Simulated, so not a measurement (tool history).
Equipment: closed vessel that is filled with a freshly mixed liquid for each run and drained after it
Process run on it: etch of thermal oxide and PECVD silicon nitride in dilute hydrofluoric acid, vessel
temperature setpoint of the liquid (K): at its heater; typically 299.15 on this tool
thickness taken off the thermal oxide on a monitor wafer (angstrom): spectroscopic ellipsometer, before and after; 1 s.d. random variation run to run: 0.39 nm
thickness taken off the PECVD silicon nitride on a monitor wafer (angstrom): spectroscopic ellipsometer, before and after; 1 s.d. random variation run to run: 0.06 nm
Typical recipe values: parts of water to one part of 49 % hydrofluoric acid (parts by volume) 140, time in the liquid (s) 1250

| run | hour | temperature setpoint of the liquid (K) | parts of water to one part of 49 % hydrofluoric acid (parts by volume) | time in the liquid (s) | wafers since the last listed run | hours since the thermometer was replaced | hours since the hydrofluoric acid flow meter was replaced | hours since the gauge calibration | read-back film thickness of the thermal oxide reference wafer, read on the same gauge (nm) | read-back film thickness of the PECVD silicon nitride reference wafer, read on the same gauge (nm) | thickness taken off the thermal oxide on a monitor wafer (angstrom) | thickness taken off the PECVD silicon nitride on a monitor wafer (angstrom) |
|---|---|---|---|---|---|---|---|---|---|---|---|---|
| 1 | 0.0 | 299.15 | 140 | 750 | 0 | 1651.9 | 21.4 | 1138.1 | 100.02 | 60.01 | 258.3 | 106.1 |
| 2 | 75.6 | 301.65 | 140 | 1250 | 3804 | 1727.5 | 97.0 | 1213.7 | 99.99 | 59.96 | 482.4 | 208.2 |
|  | 122.5 | gauge calibrated |
| 3 | 122.8 | 301.65 | 140 | 1250 | 2375 | 1774.7 | 144.2 | 0.3 | 100.01 | 59.98 | 483.1 | 208.6 |
| 4 | 223.8 | 301.65 | 140 | 1250 | 5083 | 1875.7 | 245.2 | 101.3 | 100.03 | 60.01 | 477.3 | 210.3 |
| 5 | 284.7 | 299.15 | 140 | 1250 | 3065 | 1936.6 | 306.1 | 162.2 | 100.00 | 59.96 | 443.4 | 180.0 |
| 6 | 338.1 | 299.15 | 140 | 1250 | 2687 | 1990.0 | 359.5 | 215.6 | 99.99 | 60.00 | 445.9 | 180.7 |
| 7 | 407.5 | 299.15 | 140 | 1250 | 3492 | 2059.4 | 428.9 | 285.0 | 100.02 | 60.00 | 455.4 | 181.6 |
| 8 | 451.3 | 301.15 | 140 | 1250 | 2204 | 2103.2 | 472.7 | 328.8 | 100.00 | 60.02 | 486.5 | 206.0 |
| 9 | 497.1 | 299.15 | 140 | 1250 | 2305 | 2149.0 | 518.5 | 374.6 | 100.00 | 60.01 | 456.4 | 183.1 |
|  | 546.9 | thermometer replaced |
| 10 | 550.0 | 299.15 | 195 | 1250 | 2612 | 3.1 | 571.4 | 427.5 | 100.02 | 60.01 | 308.8 | 131.7 |
| 11 | 592.8 | 297.65 | 75 | 780 | 2154 | 45.9 | 614.2 | 470.3 | 100.00 | 59.98 | 539.6 | 194.0 |
| 12 | 632.6 | 299.15 | 200 | 1830 | 2003 | 85.7 | 654.0 | 510.1 | 99.98 | 59.97 | 430.0 | 189.6 |
| 13 | 702.3 | 302.65 | 165 | 1560 | 3508 | 155.4 | 723.7 | 579.8 | 100.01 | 60.00 | 537.7 | 244.2 |
| 14 | 747.7 | 299.15 | 90 | 1250 | 2284 | 200.8 | 769.1 | 625.2 | 100.01 | 60.02 | 762.2 | 288.4 |
| 15 | 799.0 | 303.65 | 175 | 1250 | 2581 | 252.1 | 820.4 | 676.5 | 99.99 | 59.99 | 416.9 | 197.4 |
|  | 869.6 | hydrofluoric acid flow meter replaced |
| 16 | 896.4 | 299.15 | 140 | 595 | 4851 | 349.5 | 26.8 | 773.9 | 100.00 | 59.98 | 203.5 | 84.5 |
| 17 | 961.0 | 297.15 | 205 | 1440 | 3251 | 414.1 | 91.4 | 838.5 | 100.00 | 60.00 | 298.0 | 123.2 |
| 18 | 1014.8 | 295.65 | 140 | 1060 | 2707 | 467.9 | 145.2 | 892.3 | 100.00 | 60.00 | 331.1 | 120.8 |
| 19 | 1083.1 | 299.15 | 100 | 1770 | 3437 | 536.2 | 213.5 | 960.6 | 100.01 | 59.96 | 910.8 | 355.6 |
|  | 1127.0 | gauge calibrated |
| 20 | 1148.5 | 304.15 | 140 | 950 | 3291 | 601.6 | 278.9 | 21.5 | 99.98 | 59.99 | 409.2 | 186.5 |
| 21 | 1213.1 | 295.15 | 140 | 1720 | 3251 | 666.2 | 343.5 | 86.1 | 100.00 | 60.01 | 531.0 | 192.0 |

Run 22 is up next; what results do you expect?
| 22 | 1275.9 | 299.15 | 140 | 1250 | 3160 | 729.0 | 406.3 | 148.9 | ? | ? | ? | ? |

{"run 22": {"read-back film thickness of the thermal oxide reference wafer, read on the same gauge (nm)": 99.99, "read-back film thickness of the PECVD silicon nitride reference wafer, read on the same gauge (nm)": 59.99, "thickness taken off the thermal oxide on a monitor wafer (angstrom)": 449.2, "thickness taken off the PECVD silicon nitride on a monitor wafer (angstrom)": 181.3}}
With the hidden condition absent and the run-to-run variation left alone, this run would have shown thickness taken off the thermal oxide on a monitor wafer (angstrom) 430.5, thickness taken off the PECVD silicon nitride on a monitor wafer (angstrom) 174.8.
